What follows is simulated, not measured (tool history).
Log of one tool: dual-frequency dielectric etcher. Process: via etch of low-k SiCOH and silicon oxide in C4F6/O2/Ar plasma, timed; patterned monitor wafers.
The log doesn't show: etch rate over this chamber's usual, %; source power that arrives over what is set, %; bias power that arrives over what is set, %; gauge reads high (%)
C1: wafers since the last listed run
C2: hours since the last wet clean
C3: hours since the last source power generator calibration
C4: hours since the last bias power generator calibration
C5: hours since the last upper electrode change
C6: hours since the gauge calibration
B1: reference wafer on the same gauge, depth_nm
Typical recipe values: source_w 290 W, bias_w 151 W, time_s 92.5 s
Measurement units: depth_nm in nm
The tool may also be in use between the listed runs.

run 1 hour=0.0 | source_w=290 bias_w=151 time_s=92.5 | C1=0 C2=363.0 C3=3344.5 C4=3042.2 C5=3050.5 C6=51.5 | B1=219.1 | depth_nm=213.5
-- hour=25.7 wet clean of the chamber
run 2 hour=27.9 | source_w=290 bias_w=151 time_s=92.5 | C1=25 C2=2.2 C3=3372.4 C4=3070.1 C5=3078.4 C6=79.4 | B1=219.0 | depth_nm=213.9
run 3 hour=88.1 | source_w=290 bias_w=151 time_s=92.5 | C1=391 C2=62.4 C3=3432.6 C4=3130.3 C5=3138.6 C6=139.6 | B1=219.1 | depth_nm=213.5
run 4 hour=143.3 | source_w=290 bias_w=151 time_s=92.5 | C1=358 C2=117.6 C3=3487.8 C4=3185.5 C5=3193.8 C6=194.8 | B1=218.9 | depth_nm=213.5
run 5 hour=177.0 | source_w=290 bias_w=151 time_s=92.5 | C1=219 C2=151.3 C3=3521.5 C4=3219.2 C5=3227.5 C6=228.5 | B1=219.0 | depth_nm=213.8
run 6 hour=201.4 | source_w=260 bias_w=151 time_s=102.0 | C1=158 C2=175.7 C3=3545.9 C4=3243.6 C5=3251.9 C6=252.9 | B1=219.0 | depth_nm=224.5
run 7 hour=241.1 | source_w=260 bias_w=151 time_s=102.0 | C1=258 C2=215.4 C3=3585.6 C4=3283.3 C5=3291.6 C6=292.6 | B1=219.0 | depth_nm=224.6
run 8 hour=299.5 | source_w=260 bias_w=151 time_s=102.0 | C1=379 C2=273.8 C3=3644.0 C4=3341.7 C5=3350.0 C6=351.0 | B1=219.1 | depth_nm=224.8
run 9 hour=352.2 | source_w=290 bias_w=160 time_s=92.5 | C1=342 C2=326.5 C3=3696.7 C4=3394.4 C5=3402.7 C6=403.7 | B1=219.0 | depth_nm=218.8
run 10 hour=415.0 | source_w=290 bias_w=160 time_s=92.5 | C1=408 C2=389.3 C3=3759.5 C4=3457.2 C5=3465.5 C6=466.5 | B1=219.0 | depth_nm=219.2
run 11 hour=481.7 | source_w=290 bias_w=160 time_s=92.5 | C1=433 C2=456.0 C3=3826.2 C4=3523.9 C5=3532.2 C6=533.2 | B1=219.0 | depth_nm=219.1
-- hour=508.5 wet clean of the chamber
run 12 hour=550.1 | source_w=290 bias_w=151 time_s=92.5 | C1=288 C2=41.6 C3=3894.6 C4=3592.3 C5=3600.6 C6=601.6 | B1=218.9 | depth_nm=213.3
run 13 hour=585.7 | source_w=290 bias_w=151 time_s=92.5 | C1=231 C2=77.2 C3=3930.2 C4=3627.9 C5=3636.2 C6=637.2 | B1=219.0 | depth_nm=213.6
run 14 hour=643.0 | source_w=290 bias_w=176 time_s=92.5 | C1=372 C2=134.5 C3=3987.5 C4=3685.2 C5=3693.5 C6=694.5 | B1=219.0 | depth_nm=230.0
run 15 hour=705.7 | source_w=290 bias_w=187 time_s=92.5 | C1=407 C2=197.2 C3=4050.2 C4=3747.9 C5=3756.2 C6=757.2 | B1=219.0 | depth_nm=235.4

Expected results for the next run?
run 16 hour=747.9 | source_w=320 bias_w=151 time_s=108.5 | C1=274 C2=239.4 C3=4092.4 C4=3790.1 C5=3798.4 C6=799.4 | B1=? | depth_nm=?

{"run 16": {"B1": 218.9, "depth_nm": 260.5}}
If the tool had no hidden condition, the same run with the same run-to-run variation would have returned depth_nm 262.3 nm.
